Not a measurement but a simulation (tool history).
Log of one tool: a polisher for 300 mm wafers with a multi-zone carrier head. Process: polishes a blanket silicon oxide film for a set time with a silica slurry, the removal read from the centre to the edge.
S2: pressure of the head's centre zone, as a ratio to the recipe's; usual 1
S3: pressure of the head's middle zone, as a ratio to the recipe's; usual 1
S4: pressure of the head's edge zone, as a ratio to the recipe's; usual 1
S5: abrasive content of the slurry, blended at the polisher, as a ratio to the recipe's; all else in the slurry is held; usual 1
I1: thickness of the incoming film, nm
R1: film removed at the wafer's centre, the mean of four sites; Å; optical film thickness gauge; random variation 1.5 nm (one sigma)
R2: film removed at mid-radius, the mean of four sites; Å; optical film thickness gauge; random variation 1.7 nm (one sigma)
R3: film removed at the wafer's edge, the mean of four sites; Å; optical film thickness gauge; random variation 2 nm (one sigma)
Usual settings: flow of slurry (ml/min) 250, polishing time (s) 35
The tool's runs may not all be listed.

{"run": 1, "hour": 0.0, "flow of slurry (ml/min)": 250, "S2": 1, "S3": 1, "S4": 1, "S5": 1, "polishing time (s)": 35, "I1": 885.1, "R1": 1699, "R2": 1631, "R3": 1629}
{"run": 2, "hour": 39.6, "flow of slurry (ml/min)": 250, "S2": 1, "S3": 1, "S4": 1, "S5": 0.9, "polishing time (s)": 46, "I1": 882.4, "R1": 2086, "R2": 1989, "R3": 2046}
{"run": 3, "hour": 93.8, "flow of slurry (ml/min)": 250, "S2": 1, "S3": 1, "S4": 1, "S5": 1, "polishing time (s)": 26, "I1": 882.3, "R1": 1249, "R2": 1192, "R3": 1195}
{"run": 4, "hour": 153.9, "flow of slurry (ml/min)": 250, "S2": 1, "S3": 0.96, "S4": 0.89, "S5": 1, "polishing time (s)": 35, "I1": 890.7, "R1": 1664, "R2": 1562, "R3": 1517}
{"run": 5, "hour": 202.2, "flow of slurry (ml/min)": 250, "S2": 1, "S3": 1, "S4": 1, "S5": 1, "polishing time (s)": 35, "I1": 873.4, "R1": 1661, "R2": 1556, "R3": 1622}
{"hour": 235.4, "done": "carrier head's membrane replaced by a new one, of another model than before"}
{"run": 6, "hour": 243.2, "flow of slurry (ml/min)": 250, "S2": 1, "S3": 1, "S4": 1, "S5": 1, "polishing time (s)": 35, "I1": 877.9, "R1": 1636, "R2": 1587, "R3": 1630}
{"run": 7, "hour": 313.9, "flow of slurry (ml/min)": 250, "S2": 1.04, "S3": 1, "S4": 1, "S5": 1, "polishing time (s)": 42, "I1": 873.8, "R1": 1999, "R2": 1913, "R3": 1947}
{"run": 8, "hour": 348.2, "flow of slurry (ml/min)": 250, "S2": 0.94, "S3": 1, "S4": 0.92, "S5": 1, "polishing time (s)": 35, "I1": 875.5, "R1": 1561, "R2": 1581, "R3": 1481}
{"run": 9, "hour": 381.8, "flow of slurry (ml/min)": 250, "S2": 1, "S3": 1, "S4": 1, "S5": 1, "polishing time (s)": 26, "I1": 873.5, "R1": 1203, "R2": 1152, "R3": 1172}
{"hour": 393.9, "done": "worn pad replaced by a new one"}
{"run": 10, "hour": 450.8, "flow of slurry (ml/min)": 250, "S2": 1, "S3": 1, "S4": 1.09, "S5": 1, "polishing time (s)": 46, "I1": 868.5, "R1": 2109, "R2": 2024, "R3": 2179}
{"hour": 487.7, "done": "centre zone pressure recalibrated"}
{"hour": 497.2, "done": "edge zone pressure recalibrated"}
{"run": 11, "hour": 498.4, "flow of slurry (ml/min)": 250, "S2": 1.06, "S3": 0.97, "S4": 1.09, "S5": 1, "polishing time (s)": 45, "I1": 875.6, "R1": 2121, "R2": 1922, "R3": 2148}
{"run": 12, "hour": 540.3, "flow of slurry (ml/min)": 190, "S2": 1, "S3": 1, "S4": 1.09, "S5": 1, "polishing time (s)": 35, "I1": 879.2, "R1": 1459, "R2": 1428, "R3": 1567}
{"run": 13, "hour": 574.1, "flow of slurry (ml/min)": 250, "S2": 1, "S3": 1, "S4": 1, "S5": 1, "polishing time (s)": 35, "I1": 890.7, "R1": 1538, "R2": 1533, "R3": 1559}
{"run": 14, "hour": 618.2, "flow of slurry (ml/min)": 175, "S2": 1, "S3": 1, "S4": 0.9, "S5": 0.9, "polishing time (s)": 35, "I1": 876, "R1": 1290, "R2": 1280, "R3": 1286}
{"hour": 643.7, "done": "slurry nozzle cleaned"}
{"run": 15, "hour": 645.6, "flow of slurry (ml/min)": 250, "S2": 1, "S3": 1, "S4": 0.91, "S5": 1, "polishing time (s)": 35, "I1": 894, "R1": 1704, "R2": 1640, "R3": 1540}
{"run": 16, "hour": 676.6, "flow of slurry (ml/min)": 250, "S2": 1.1, "S3": 1, "S4": 1, "S5": 1.2, "polishing time (s)": 35, "I1": 878.7, "R1": 1969, "R2": 1787, "R3": 1782}
{"run": 17, "hour": 728.4, "flow of slurry (ml/min)": 305, "S2": 1, "S3": 1, "S4": 1.11, "S5": 1, "polishing time (s)": 35, "I1": 878.4, "R1": 1755, "R2": 1676, "R3": 1825}
{"run": 18, "hour": 793.0, "flow of slurry (ml/min)": 250, "S2": 0.9, "S3": 1, "S4": 1, "S5": 1, "polishing time (s)": 35, "I1": 880.2, "R1": 1584, "R2": 1622, "R3": 1631}
{"run": 19, "hour": 858.8, "flow of slurry (ml/min)": 250, "S2": 1, "S3": 1, "S4": 1, "S5": 1, "polishing time (s)": 35, "I1": 895.9, "R1": 1666, "R2": 1627, "R3": 1590}
{"run": 20, "hour": 899.6, "flow of slurry (ml/min)": 325, "S2": 0.9, "S3": 1, "S4": 1, "S5": 1, "polishing time (s)": 31, "I1": 867.9, "R1": 1469, "R2": 1467, "R3": 1508}
{"hour": 919.3, "done": "worn pad replaced by a new one"}
{"run": 21, "hour": 926.7, "flow of slurry (ml/min)": 250, "S2": 1, "S3": 1, "S4": 1, "S5": 1, "polishing time (s)": 35, "I1": 895.5, "R1": 1669, "R2": 1608, "R3": 1611}
{"run": 22, "hour": 972.4, "flow of slurry (ml/min)": 250, "S2": 1, "S3": 0.96, "S4": 0.89, "S5": 1, "polishing time (s)": 35, "I1": 885.7, "R1": 1651, "R2": 1524, "R3": 1499}

3 ways to go on from here, each from the tool as it stands after run 22. What would each give?
{"run": "A", "hour": 972.8, "flow of slurry (ml/min)": 250, "S2": 1, "S3": 1, "S4": 1, "S5": 1.25, "polishing time (s)": 35, "I1": 868.9, "R1": "?", "R2": "?", "R3": "?"}
{"run": "B", "hour": 972.8, "flow of slurry (ml/min)": 250, "S2": 1, "S3": 1, "S4": 1, "S5": 0.9, "polishing time (s)": 24, "I1": 868.9, "R1": "?", "R2": "?", "R3": "?"}
{"run": "C", "hour": 972.8, "flow of slurry (ml/min)": 170, "S2": 1, "S3": 1, "S4": 1, "S5": 0.9, "polishing time (s)": 35, "I1": 868.9, "R1": "?", "R2": "?", "R3": "?"}

run=A R1=1859 R2=1778 R3=1807
run=B R1=1078 R2=1031 R3=1048
run=C R1=1440 R2=1392 R3=1445
Without the tool's hidden state the same runs would have given:
run=A R1=1921 R2=1832 R3=1847
run=B R1=1114 R2=1062 R3=1071
run=C R1=1515 R2=1455 R3=1492
